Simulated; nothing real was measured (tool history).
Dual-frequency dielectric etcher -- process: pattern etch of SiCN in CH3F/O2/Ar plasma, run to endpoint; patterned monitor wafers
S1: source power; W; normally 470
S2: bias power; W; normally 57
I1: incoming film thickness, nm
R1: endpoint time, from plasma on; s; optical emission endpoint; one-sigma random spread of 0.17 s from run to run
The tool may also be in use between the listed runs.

run     day   S1  S2     I1    R1
  1       0  470  51  10.08  29.3
  2   4.096  470  51  10.03  29.3
      5.221  -- wet clean of the chamber
  3  13.079  470  57   9.98  27.8
  4  17.188  470  57   9.94  27.7
     26.983  -- wet clean of the chamber
     29.892  -- bias power generator calibrated
  5  29.912  470  57  10.03    28
  6    32.2  470  57   9.95  28.2
  7  36.196  470  57  10.14  28.7
  8  39.275  470  57  10.07  28.6
     42.988  -- upper electrode replaced
  9  43.008  470  57   9.99  28.3
 10  45.038  470  57  10.05    29
     46.721  -- wet clean of the chamber
 11  49.021  390  57     10    31
 12  52.812  570  62   9.97  25.6
 13  55.117  420  51  10.03  31.9
 14  58.454  380  45  10.03  34.5
     59.708  -- source power generator calibrated
 15  62.175  470  50  10.07  29.6
 16  66.058  430  57     10  29.2
 17  68.321  510  57   9.96  27.1
     70.108  -- wet clean of the chamber
 18  70.129  470  57   9.99  27.8
 19  74.096  540  47  10.03  28.3
 20  77.854  400  68     10  27.9
 21  80.546  470  57  10.06  28.4
 22  82.383  520  47   9.97  29.1

What if the next run were any one of these 3? Each begins from the tool's condition after run 22:
  A  82.4  470  57  9.87   ?
  B  82.4  430  45  9.87   ?
  C  82.4  470  70  9.87   ?

run    R1
  A    28
  B  32.1
  C  25.7
Had the tool no hidden state, the same runs would have come out as:
run    R1
  A  27.9
  B  32.1
  C  25.6
